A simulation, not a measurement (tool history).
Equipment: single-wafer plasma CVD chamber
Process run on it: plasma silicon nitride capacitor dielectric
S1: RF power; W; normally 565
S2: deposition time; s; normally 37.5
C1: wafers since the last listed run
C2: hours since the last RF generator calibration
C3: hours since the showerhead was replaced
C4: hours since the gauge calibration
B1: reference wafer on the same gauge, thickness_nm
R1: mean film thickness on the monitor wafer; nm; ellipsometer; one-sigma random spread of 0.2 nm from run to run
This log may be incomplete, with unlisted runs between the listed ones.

| run | day | S1 | S2 | C1 | C2 | C3 | C4 | B1 | R1 |
|---|---|---|---|---|---|---|---|---|---|
| 1 | 0 | 595 | 33 | 0 | 1344.3 | 6292.9 | 214.9 | 51.195 | 47.853 |
| 2 | 1.696 | 565 | 34.8 | 617 | 1385 | 6333.6 | 255.6 | 51.191 | 49.736 |
| 3 | 5.808 | 565 | 34.8 | 1497 | 1483.7 | 6432.3 | 354.3 | 51.256 | 49.652 |
| 4 | 7.488 | 565 | 34.8 | 611 | 1524 | 6472.6 | 394.6 | 51.281 | 49.897 |
| 5 | 9.238 | 565 | 37.5 | 637 | 1566 | 6514.6 | 436.6 | 51.264 | 53.657 |
| 6 | 13 | 565 | 37.5 | 1370 | 1656.3 | 6604.9 | 526.9 | 51.372 | 53.632 |
| 7 | 17.421 | 565 | 37.5 | 1610 | 1762.4 | 6711 | 633 | 51.406 | 53.953 |
| 8 | 20.312 | 565 | 37.5 | 1053 | 1831.8 | 6780.4 | 702.4 | 51.44 | 53.604 |
|  | 22.675 | RF generator calibrated |
| 9 | 22.696 | 565 | 37.5 | 746 | 0.5 | 6837.6 | 759.6 | 51.443 | 53.93 |
| 10 | 24.846 | 565 | 37.5 | 783 | 52.1 | 6889.2 | 811.2 | 51.442 | 53.764 |
| 11 | 28.671 | 565 | 40.8 | 1393 | 143.9 | 6981 | 903 | 51.566 | 58.703 |
| 12 | 31.612 | 565 | 40.8 | 1071 | 214.5 | 7051.6 | 973.6 | 51.586 | 58.51 |
| 13 | 33.704 | 565 | 37.5 | 761 | 264.7 | 7101.8 | 1023.8 | 51.58 | 53.865 |
| 14 | 36.517 | 565 | 37.5 | 1024 | 332.2 | 7169.3 | 1091.3 | 51.653 | 54.098 |
| 15 | 40.5 | 565 | 34.7 | 1450 | 427.8 | 7264.9 | 1186.9 | 51.696 | 50.127 |
| 16 | 52.138 | 565 | 34.7 | 4238 | 707.1 | 7544.2 | 1466.2 | 51.775 | 50.179 |
| 17 | 56.05 | 565 | 34.7 | 1424 | 801 | 7638.1 | 1560.1 | 51.937 | 50.162 |
| 18 | 59.246 | 565 | 37.5 | 1163 | 877.7 | 7714.8 | 1636.8 | 51.963 | 54.149 |
| 19 | 63.075 | 620 | 37.5 | 1394 | 969.6 | 7806.7 | 1728.7 | 51.926 | 55.593 |
| 20 | 66.55 | 620 | 37.5 | 1265 | 1053 | 7890.1 | 1812.1 | 52.095 | 55.697 |
| 21 | 70.771 | 620 | 37.5 | 1537 | 1154.3 | 7991.4 | 1913.4 | 52.134 | 56.035 |
| 22 | 73.529 | 675 | 37.5 | 1004 | 1220.5 | 8057.6 | 1979.6 | 52.087 | 57.341 |
| 23 | 76.104 | 530 | 39.6 | 937 | 1282.3 | 8119.4 | 2041.4 | 52.148 | 56.705 |
| 24 | 78.179 | 640 | 37.5 | 755 | 1332.1 | 8169.2 | 2091.2 | 52.148 | 56.259 |
| 25 | 80.658 | 605 | 33.2 | 902 | 1391.6 | 8228.7 | 2150.7 | 52.236 | 49.295 |
|  | 82.6 | showerhead replaced |
| 26 | 82.729 | 565 | 43.6 | 632 | 1441.3 | 3.1 | 2200.4 | 52.198 | 63.549 |
| 27 | 85.825 | 565 | 37.5 | 1127 | 1515.6 | 77.4 | 2274.7 | 52.24 | 54.689 |
| 28 | 88.75 | 645 | 32.2 | 1065 | 1585.8 | 147.6 | 2344.9 | 52.335 | 48.687 |
| 29 | 92.583 | 565 | 32.2 | 1396 | 1677.8 | 239.6 | 2436.9 | 52.371 | 47.101 |
| 30 | 96.729 | 670 | 40.2 | 1509 | 1777.3 | 339.1 | 2536.4 | 52.337 | 61.612 |
|  | 100.362 | gauge calibrated |
| 31 | 100.779 | 530 | 41.9 | 1475 | 1874.5 | 436.3 | 10 | 51.141 | 58.549 |
|  | 101.367 | RF generator calibrated |
| 32 | 103.017 | 635 | 37.5 | 693 | 39.6 | 490 | 63.7 | 51.167 | 55.238 |
| 33 | 105.6 | 600 | 35.5 | 940 | 101.6 | 552 | 125.7 | 51.329 | 51.61 |
| 34 | 109.596 | 525 | 34.7 | 1455 | 197.5 | 647.9 | 221.6 | 51.271 | 48.691 |
| 35 | 113.542 | 505 | 43.1 | 1437 | 292.2 | 742.6 | 316.3 | 51.391 | 59.506 |
| 36 | 116.646 | 565 | 32.7 | 1130 | 366.7 | 817.1 | 390.8 | 51.415 | 46.572 |
| 37 | 118.242 | 645 | 32.2 | 581 | 405 | 855.4 | 429.1 | 51.421 | 48.258 |
| 38 | 122.496 | 620 | 31.4 | 1549 | 507.1 | 957.5 | 531.2 | 51.476 | 46.724 |
| 39 | 125.254 | 620 | 37.5 | 1004 | 573.3 | 1023.7 | 597.4 | 51.524 | 55.465 |
| 40 | 127.467 | 665 | 34.3 | 805 | 626.4 | 1076.8 | 650.5 | 51.513 | 51.655 |
| 41 | 129.262 | 525 | 34.8 | 654 | 669.5 | 1119.9 | 693.6 | 51.457 | 48.887 |
| 42 | 132.771 | 565 | 37.5 | 1277 | 753.7 | 1204.1 | 777.8 | 51.636 | 53.904 |

For some of the steps in R1 from one run to the next: how much would appear even if the tool had no hidden state, given the settings, what came in and random variation, and how much remains for the hidden state plus any gauge scatter that the measured result and the result without hidden state don't share?
Unlogged tool condition in this case: delivered RF power above the setpoint (%); gauge reads high (%).
Run 25 -> 26: S1 605 -> 565, S2 33.2 -> 43.6, showerhead replaced. R1 +14.254 nm: hidden state +0.304, all else +13.95.
Run 29 -> 30: S1 565 -> 670, S2 32.2 -> 40.2. R1 +14.511 nm: hidden state +0.376, all else +14.135.
Run 30 -> 31: S1 670 -> 530, S2 40.2 -> 41.9, gauge calibrated. R1 -3.063 nm: hidden state -1.416, all else -1.647.
Run 35 -> 36: S1 505 -> 565, S2 43.1 -> 32.7. R1 -12.934 nm: hidden state -0.003, all else -12.931.
